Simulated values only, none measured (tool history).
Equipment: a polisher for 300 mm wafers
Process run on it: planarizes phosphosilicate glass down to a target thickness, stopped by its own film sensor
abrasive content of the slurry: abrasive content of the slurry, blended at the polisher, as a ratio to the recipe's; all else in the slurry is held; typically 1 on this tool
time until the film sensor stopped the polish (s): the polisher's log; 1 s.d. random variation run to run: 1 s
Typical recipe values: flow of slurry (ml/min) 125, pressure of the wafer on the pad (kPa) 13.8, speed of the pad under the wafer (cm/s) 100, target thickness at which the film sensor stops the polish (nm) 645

run,hour,flow of slurry (ml/min),pressure of the wafer on the pad (kPa),speed of the pad under the wafer (cm/s),abrasive content of the slurry,target thickness at which the film sensor stops the polish (nm),wafers since the last listed run,wafers polished on this pad,hours since the slurry nozzle was cleaned,hours since the head pressure was calibrated,hours since the slurry blender was calibrated,hours since the conditioning disc was replaced,"incoming thickness of the incoming film, nm",time until the film sensor stopped the polish (s)
1,0,125,13.8,100,1,800,0,1130,483.7,333,180.5,102,1341.6,86.9
# hour 15.3: worn pad replaced by a new one, of another model than before
2,15.8,125,13.8,100,1,645,93,3,499.5,348.8,196.3,117.8,1350.2,113
3,48.4,105,13.8,100,1,645,257,260,532.1,381.4,228.9,150.4,1327.8,115.5
# hour 57.4: slurry nozzle cleaned
4,83.1,105,13.8,100,1,645,265,526,25.7,416.1,263.6,185.1,1361.5,121.3
# hour 87.1: slurry blender recalibrated
5,105.1,105,13.8,100,1,645,157,684,47.7,438.1,18,207.1,1338.8,115.4
6,168.5,125,13.8,100,1,645,500,1184,111.1,501.5,81.4,270.5,1342.5,111.9
# hour 183.4: worn pad replaced by a new one
7,193.1,125,13.8,100,1,645,162,76,135.7,526.1,106,295.1,1332.3,107.9
8,215.5,125,13.8,100,1,584,176,253,158.1,548.5,128.4,317.5,1366.4,123.3
9,244,125,13.8,100,1,645,224,478,186.6,577,156.9,346,1350.6,110.6
10,257.8,125,13.8,100,1,645,108,587,200.4,590.8,170.7,359.8,1366.8,111.5
11,293.5,165,13.8,72,1,412,281,868,236.1,626.5,206.4,395.5,1328.9,161.6
12,329.3,125,13.8,78,1,541,282,1151,271.9,662.3,242.2,431.3,1359,146.2
13,346.8,125,13.8,100,1,645,138,1289,289.4,679.8,259.7,448.8,1358.3,107.3
# hour 361.1: slurry blender recalibrated
# hour 362.3: conditioning disc replaced and pad reconditioned
# hour 362.8: worn pad replaced by a new one
14,374.6,125,11,100,1.2,818,190,93,317.2,707.6,13.5,12.3,1343.3,83.6
15,408.2,125,13.8,100,0.8,645,265,358,350.8,741.2,47.1,45.9,1377,125
# hour 421.9: head pressure recalibrated
16,428.4,125,17.2,100,1,645,143,502,371,6.5,67.3,66.1,1351.1,98.4
17,453.7,165,16.5,112,1,645,199,701,396.3,31.8,92.6,91.4,1346.6,89.9
18,478.2,85,11.7,114,0.8,645,193,895,420.8,56.3,117.1,115.9,1347.3,152
# hour 499.2: slurry nozzle cleaned
19,499.7,90,13.8,100,1,818,161,1056,0.5,77.8,138.6,137.4,1329.3,95.2
20,513.9,125,10.3,88,1,645,112,1168,14.7,92,152.8,151.6,1346.4,148
# hour 533.8: worn pad replaced by a new one
21,540.5,110,13.8,66,1,645,178,52,41.3,118.6,179.4,178.2,1359.9,154
22,565.7,100,17.2,100,1,645,198,251,66.5,143.8,204.6,203.4,1342.7,106
23,599.9,125,13.8,100,1,645,269,521,100.7,178,238.8,237.6,1373.7,117.7
# hour 623.4: slurry blender recalibrated
# hour 682.7: worn pad replaced by a new one
24,700.2,125,17.2,82,1,645,744,138,201,278.3,76.8,337.9,1348.4,108.2

Forecast each of these 5 alternatives for the next run:
A,700.7,125,13.8,100,1,645,3,142,201.5,278.8,77.3,338.4,1336.5,?
B,700.7,125,15.9,132,1.25,756,3,142,201.5,278.8,77.3,338.4,1336.5,?
C,700.7,125,15.2,100,1,645,3,142,201.5,278.8,77.3,338.4,1336.5,?
D,700.7,125,13.8,100,1,444,3,142,201.5,278.8,77.3,338.4,1336.5,?
E,700.7,85,16.5,66,0.8,645,3,142,201.5,278.8,77.3,338.4,1336.5,?

run,time until the film sensor stopped the polish (s)
A,112
B,65.1
C,105.1
D,144.6
E,162.8
What these runs would have given with no unlogged condition in the tool:
run,time until the film sensor stopped the polish (s)
A,113.6
B,66
C,106.6
D,146.6
E,165.1

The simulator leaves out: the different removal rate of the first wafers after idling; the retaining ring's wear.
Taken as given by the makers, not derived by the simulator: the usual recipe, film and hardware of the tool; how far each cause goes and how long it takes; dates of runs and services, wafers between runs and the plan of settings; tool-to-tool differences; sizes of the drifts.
